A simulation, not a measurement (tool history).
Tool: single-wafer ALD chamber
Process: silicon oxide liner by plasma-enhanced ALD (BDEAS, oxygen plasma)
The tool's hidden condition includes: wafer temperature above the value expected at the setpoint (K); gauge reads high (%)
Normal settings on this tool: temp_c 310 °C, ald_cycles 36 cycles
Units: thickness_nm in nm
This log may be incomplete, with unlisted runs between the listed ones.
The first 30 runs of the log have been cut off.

run	hour	temp_c	ald_cycles	wafers since the last listed run	hours since the last thermocouple change	hours since the gauge calibration	read-back reference wafer on the same gauge, thickness_nm	thickness_nm
31	2208.8	319	38	485	155.5	2534.0	3.242	3.598
32	2277.7	310	36	393	224.4	2602.9	3.238	3.478
33	2340.4	321	38	358	287.1	2665.6	3.238	3.590
34	2378.9	310	36	219	325.6	2704.1	3.242	3.466
# hour 2414.5: gauge calibrated
35	2417.7	305	30	221	364.4	3.2	3.237	2.903
36	2518.2	310	32	573	464.9	103.7	3.239	3.079
37	2613.6	296	33	544	560.3	199.1	3.236	3.285
38	2664.3	298	39	289	611.0	249.8	3.241	3.849
39	2732.6	310	36	390	679.3	318.1	3.242	3.472
40	2791.4	303	33	335	738.1	376.9	3.236	3.209
41	2867.4	316	31	434	814.1	452.9	3.242	2.949
42	2922.1	295	39	312	868.8	507.6	3.239	3.917
43	2998.0	323	29	433	944.7	583.5	3.241	2.731
44	3038.0	314	29	228	984.7	623.5	3.235	2.776
45	3125.1	310	36	497	1071.8	710.6	3.241	3.461
46	3169.2	310	36	251	1115.9	754.7	3.245	3.480

Branching from run 46: 3 alternative next runs. What would each branch give?
A	3169.7	310	36	2	1116.4	755.2	?	?
B	3169.7	315	41	2	1116.4	755.2	?	?
C	3169.7	321	30	2	1116.4	755.2	?	?

run	read-back reference wafer on the same gauge, thickness_nm	thickness_nm
A	3.243	3.462
B	3.243	3.912
C	3.243	2.834
Without the tool's hidden state the same runs would have given:
run	thickness_nm
A	3.457
B	3.905
C	2.829
